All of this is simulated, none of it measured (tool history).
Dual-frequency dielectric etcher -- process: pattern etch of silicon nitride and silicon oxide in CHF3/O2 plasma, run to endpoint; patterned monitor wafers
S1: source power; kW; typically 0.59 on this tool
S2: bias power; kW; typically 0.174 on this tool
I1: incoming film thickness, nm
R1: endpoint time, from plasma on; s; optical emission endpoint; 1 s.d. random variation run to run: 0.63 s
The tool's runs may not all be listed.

run   hour    S1     S2     I1     R1
  1      0  0.59    0.2  288.3  203.2
  2   11.7  0.59  0.145  289.2  231.4
      38.9  -- wet clean of the chamber
  3   39.4  0.59  0.145    290    226
  4   39.8  0.59  0.145  290.7  225.4
  5   40.1  0.62   0.19  293.6  202.7
  6   45.9  0.64  0.174    292  206.9
  7   55.5  0.64  0.174  291.3  204.1
  8   63.8  0.59  0.174  290.4  209.9
  9   73.4  0.59  0.174  289.8  211.4
 10   89.8  0.59  0.174  290.7  212.9
      97.8  -- bias power generator calibrated
 11   99.3  0.59  0.198  291.4  202.6
 12  139.1  0.59  0.174  290.8  213.1
     171.3  -- upper electrode replaced
 13  171.8  0.71  0.213    289  182.8
 14  172.2  0.62   0.19  288.5  199.7
 15  177.8   0.5  0.196  289.4  212.7
 16  190.4  0.59  0.174  287.7  210.4
 17    208   0.5  0.132  287.5  248.4
 18  218.4  0.59  0.218  289.2  193.3
 19  236.2   0.7    0.2  292.2  192.5
 20  253.7  0.59  0.131    289  237.3
     265.8  -- source power generator calibrated
 21  266.3  0.53  0.131  290.6  248.3
 22  271.9  0.72  0.174  287.6  197.2
 23  288.6  0.59  0.141  292.2  233.1
 24  298.6  0.51  0.198  290.7  214.5
 25  311.5  0.59  0.174    291  215.2
 26    318   0.5  0.132  285.4  248.8
 27  327.9  0.66  0.131  288.6  227.8
 28  336.8  0.59  0.131  292.9  240.9
 29  345.8  0.59  0.145  291.9  231.3
 30  353.8  0.46  0.134  289.1  257.6
 31  360.9  0.59    0.2  290.9  203.5
 32  368.1  0.51  0.198  288.6  213.4
 33  380.4  0.59  0.174  287.7  212.2
 34  389.9  0.51  0.197  291.7    216
 35  403.9  0.59  0.174  293.5  218.2
 36  412.5  0.69  0.217  287.8  185.2

Selected run-to-run steps in R1, each split into two signed amounts: the part the tool would show with no hidden state at all (from settings, incoming material and random variation), and the remainder, which goes to the hidden state together with any gauge scatter not common to the measured and the hidden-state-free results:
Hidden state at play: etch rate over this chamber's usual, %; source power that arrives over what is set, %; bias power that arrives over what is set, %.
Run 1 -> 2: S2 0.2 -> 0.145. R1 +28.2 s: hidden state +1, all else +27.2.
Run 2 -> 3: wet clean of the chamber. R1 -5.4 s: hidden state -6.7, all else +1.3.
Run 17 -> 18: S1 0.5 -> 0.59, S2 0.132 -> 0.218. R1 -55.1 s: hidden state -0.7, all else -54.4.
Run 21 -> 22: S1 0.53 -> 0.72, S2 0.131 -> 0.174. R1 -51.1 s: hidden state -0.8, all else -50.3.
Run 30 -> 31: S1 0.46 -> 0.59, S2 0.134 -> 0.2. R1 -54.1 s: hidden state -1.2, all else -52.9.

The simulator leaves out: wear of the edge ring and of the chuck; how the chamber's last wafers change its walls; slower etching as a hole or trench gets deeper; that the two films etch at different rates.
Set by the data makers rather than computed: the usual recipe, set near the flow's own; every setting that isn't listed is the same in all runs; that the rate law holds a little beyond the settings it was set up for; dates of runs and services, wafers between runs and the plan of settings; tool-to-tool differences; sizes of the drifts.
